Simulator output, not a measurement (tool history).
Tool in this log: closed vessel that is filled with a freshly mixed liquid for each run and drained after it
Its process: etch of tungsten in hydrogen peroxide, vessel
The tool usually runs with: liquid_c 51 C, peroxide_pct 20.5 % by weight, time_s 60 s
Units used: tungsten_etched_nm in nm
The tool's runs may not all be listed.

run,day,liquid_c,peroxide_pct,time_s,"read-back film thickness of the tungsten reference wafer, read on the same gauge (nm)",tungsten_etched_nm
1,0.000,51,20.5,60,109.95,90.17
2,0.617,51,20.5,60,109.99,90.55
3,2.804,51,20.5,60,110.00,89.32
4,3.096,51,20.5,60,109.98,89.21
5,3.400,51,20.5,60,109.98,89.86
6,4.012,51,20.5,60,110.02,89.20
7,4.342,57,20.5,60,109.99,128.41
8,4.850,51,17.0,60,109.97,81.55
9,5.396,51,17.0,60,110.00,81.62
# day 5.642: new drum of peroxide connected
10,6.050,51,17.0,60,110.02,84.43
# day 6.471: thermometer replaced
11,6.688,45,17.5,70,110.01,69.10

Expected results for the next run?
12,7.012,51,15.5,90,?,?

Run 12 came out at read-back film thickness of the tungsten reference wafer, read on the same gauge (nm) 109.99, tungsten_etched_nm 120.52 nm.
On a tool with no hidden condition, and with the same random variation, this run would have come out at tungsten_etched_nm 121.23 nm.

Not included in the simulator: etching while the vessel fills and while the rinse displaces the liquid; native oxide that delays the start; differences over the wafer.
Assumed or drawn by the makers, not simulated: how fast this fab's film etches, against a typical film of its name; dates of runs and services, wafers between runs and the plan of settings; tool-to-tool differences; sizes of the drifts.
